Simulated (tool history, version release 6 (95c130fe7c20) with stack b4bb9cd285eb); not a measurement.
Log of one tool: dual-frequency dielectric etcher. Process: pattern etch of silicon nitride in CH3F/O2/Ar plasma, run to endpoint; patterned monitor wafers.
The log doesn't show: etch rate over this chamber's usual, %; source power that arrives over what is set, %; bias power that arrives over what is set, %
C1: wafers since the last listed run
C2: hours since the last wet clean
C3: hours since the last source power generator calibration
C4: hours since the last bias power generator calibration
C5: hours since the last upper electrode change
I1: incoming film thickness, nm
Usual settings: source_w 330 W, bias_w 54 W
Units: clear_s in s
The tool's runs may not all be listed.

Run 1, hour 0.0: usual settings; C1 0; C2 349.1; C3 2121.0; C4 3815.4; C5 3935.1; I1 32.98. Result: clear_s 60.4 s.
Run 2, hour 13.1: usual settings; C1 203; C2 362.2; C3 2134.1; C4 3828.5; C5 3948.2; I1 33.07. Result: clear_s 60.2 s.
Run 3, hour 19.9: usual settings but source_w 300 W; C1 105; C2 369.0; C3 2140.9; C4 3835.3; C5 3955.0; I1 33.49. Result: clear_s 64.3 s.
Run 4, hour 35.4: usual settings but source_w 300 W; C1 240; C2 384.5; C3 2156.4; C4 3850.8; C5 3970.5; I1 33.17. Result: clear_s 63.6 s.
Run 5, hour 42.3: usual settings but source_w 380 W, bias_w 65 W; C1 107; C2 391.4; C3 2163.3; C4 3857.7; C5 3977.4; I1 32.88. Result: clear_s 51.9 s.
Run 6, hour 50.9: usual settings but source_w 380 W, bias_w 65 W; C1 133; C2 400.0; C3 2171.9; C4 3866.3; C5 3986.0; I1 33.16. Result: clear_s 52.5 s.
At hour 76.5: wet clean of the chamber.
Run 7, hour 77.0: usual settings but source_w 380 W, bias_w 65 W; C1 32; C2 0.5; C3 2198.0; C4 3892.4; C5 4012.1; I1 32.87. Result: clear_s 54.0 s.
Run 8, hour 77.3: usual settings but bias_w 65 W; C1 4; C2 0.8; C3 2198.3; C4 3892.7; C5 4012.4; I1 33.17. Result: clear_s 58.1 s.
At hour 83.3: bias power generator calibrated.
Run 9, hour 87.5: usual settings but bias_w 62 W; C1 96; C2 11.0; C3 2208.5; C4 4.2; C5 4022.6; I1 33.18. Result: clear_s 59.7 s.
Run 10, hour 101.8: usual settings but source_w 400 W, bias_w 68 W; C1 221; C2 25.3; C3 2222.8; C4 18.5; C5 4036.9; I1 33.04. Result: clear_s 51.5 s.
Run 11, hour 111.4: usual settings but source_w 280 W, bias_w 63 W; C1 148; C2 34.9; C3 2232.4; C4 28.1; C5 4046.5; I1 32.90. Result: clear_s 64.3 s.
At hour 126.3: source power generator calibrated.
At hour 142.2: upper electrode replaced.
Run 12, hour 142.7: usual settings but source_w 380 W, bias_w 48 W; C1 176; C2 66.2; C3 16.4; C4 59.4; C5 0.5; I1 33.20. Result: clear_s 61.5 s.
Run 13, hour 143.0: usual settings but source_w 300 W, bias_w 63 W; C1 4; C2 66.5; C3 16.7; C4 59.7; C5 0.8; I1 32.70. Result: clear_s 60.7 s.
Run 14, hour 153.3: usual settings but source_w 410 W, bias_w 66 W; C1 159; C2 76.8; C3 27.0; C4 70.0; C5 11.1; I1 33.26. Result: clear_s 52.2 s.
Run 15, hour 161.1: usual settings; C1 120; C2 84.6; C3 34.8; C4 77.8; C5 18.9; I1 33.42. Result: clear_s 63.2 s.
Run 16, hour 174.5: usual settings but source_w 280 W, bias_w 58 W; C1 207; C2 98.0; C3 48.2; C4 91.2; C5 32.3; I1 32.75. Result: clear_s 65.9 s.
Run 17, hour 183.0: usual settings but source_w 390 W; C1 131; C2 106.5; C3 56.7; C4 99.7; C5 40.8; I1 33.29. Result: clear_s 58.2 s.

Measured less the same run without the tool's hidden state. The same run-to-run variation is in both; the gauge's scatter may not be:
run  clear_s
  1     -3.0
  2     -3.1
  3     -3.4
  4     -3.4
  5     -2.8
  6     -3.0
  7     -0.2
  8     -0.2
  9     -0.3
 10     -0.3
 11     -0.5
 12     -0.7
 13     -0.8
 14     -0.8
 15     -0.9
 16     -1.0
 17     -1.0
